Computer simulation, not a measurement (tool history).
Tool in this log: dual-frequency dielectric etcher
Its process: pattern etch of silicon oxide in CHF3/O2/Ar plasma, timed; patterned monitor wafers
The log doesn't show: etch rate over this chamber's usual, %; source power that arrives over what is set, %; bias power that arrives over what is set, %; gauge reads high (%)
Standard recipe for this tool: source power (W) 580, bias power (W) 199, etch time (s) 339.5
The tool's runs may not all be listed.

run    hour  source power (W)  bias power (W)  etch time (s)  wafers since the last listed run  hours since the last wet clean  hours since the last source power generator calibration  hours since the last bias power generator calibration  hours since the last upper electrode change  hours since the gauge calibration  read-back reference wafer on the same gauge, depth_nm  mean etch depth across the wafer (nm)
  1       0               480             199          339.5                                 0                            97.8                                                    760.2                                                 1689.6                                       2345.6                              130.7                                                  694.4                                  607.2
  2   233.5               580             199          339.5                              1230                           331.3                                                    993.7                                                 1923.1                                       2579.1                              364.2                                                  697.3                                  679.1
  3   328.9               580             199          339.5                               502                           426.7                                                   1089.1                                                 2018.5                                       2674.5                              459.6                                                    695                                  680.5
      399.4  -- wet clean of the chamber
  4   434.6               580             199          339.5                               430                            35.2                                                   1194.8                                                 2124.2                                       2780.2                              565.3                                                  696.3                                  684.7
      463.7  -- bias power generator calibrated
  5     485               580             199          339.5                               244                            85.6                                                   1245.2                                                   21.3                                       2830.6                              615.7                                                  695.1                                  683.7
  6   531.9               580             199          339.5                               247                           132.5                                                   1292.1                                                   68.2                                       2877.5                              662.6                                                  695.1                                  686.4
      537.3  -- source power generator calibrated
  7   597.8               580             199          339.5                               326                           198.4                                                     60.5                                                  134.1                                       2943.4                              728.5                                                  694.9                                  664.6
  8   667.3               580             181          339.5                               366                           267.9                                                      130                                                  203.6                                       3012.9                                798                                                  694.7                                    629
  9   774.6               620             231          339.5                               565                           375.2                                                    237.3                                                  310.9                                       3120.2                              905.3                                                  695.2                                  758.4
      803.4  -- gauge calibrated
      818.8  -- upper electrode replaced
 10   845.1               580             173          339.5                               244                           445.7                                                    307.8                                                  381.4                                         26.3                               41.7                                                    695                                    624
 11   937.1               580             243            438                               484                           537.7                                                    399.8                                                  473.4                                        118.3                              133.7                                                  693.4                                  963.1
        985  -- wet clean of the chamber
 12  1038.8               580             199          261.5                               409                            53.8                                                    501.5                                                  575.1                                          220                              235.4                                                  695.1                                  521.9
 13  1106.7               580             199          339.5                               357                           121.7                                                    569.4                                                    643                                        287.9                              303.3                                                  694.3                                    671
 14  1166.5               490             181          339.5                               315                           181.5                                                    629.2                                                  702.8                                        347.7                              363.1                                                  697.1                                  583.7
 15  1259.7               580             199          339.5                               490                           274.7                                                    722.4                                                    796                                        440.9                              456.3                                                    694                                    675

What if the next run were any one of these 3? Each begins from the tool's condition after run 15:
  A  1260.2               580             199          339.5                                 2                           275.2                                                    722.9                                                  796.5                                        441.4                              456.8                                                      ?                                      ?
  B  1260.2               690             174          278.5                                 2                           275.2                                                    722.9                                                  796.5                                        441.4                              456.8                                                      ?                                      ?
  C  1260.2               630             217          393.5                                 2                           275.2                                                    722.9                                                  796.5                                        441.4                              456.8                                                      ?                                      ?

run  read-back reference wafer on the same gauge, depth_nm  mean etch depth across the wafer (nm)
  A                                                  694.8                                  672.5
  B                                                  694.8                                  567.5
  C                                                  694.8                                  857.4
What these runs would have given with no unlogged condition in the tool:
run  mean etch depth across the wafer (nm)
  A                                  656.2
  B                                  553.4
  C                                  836.6

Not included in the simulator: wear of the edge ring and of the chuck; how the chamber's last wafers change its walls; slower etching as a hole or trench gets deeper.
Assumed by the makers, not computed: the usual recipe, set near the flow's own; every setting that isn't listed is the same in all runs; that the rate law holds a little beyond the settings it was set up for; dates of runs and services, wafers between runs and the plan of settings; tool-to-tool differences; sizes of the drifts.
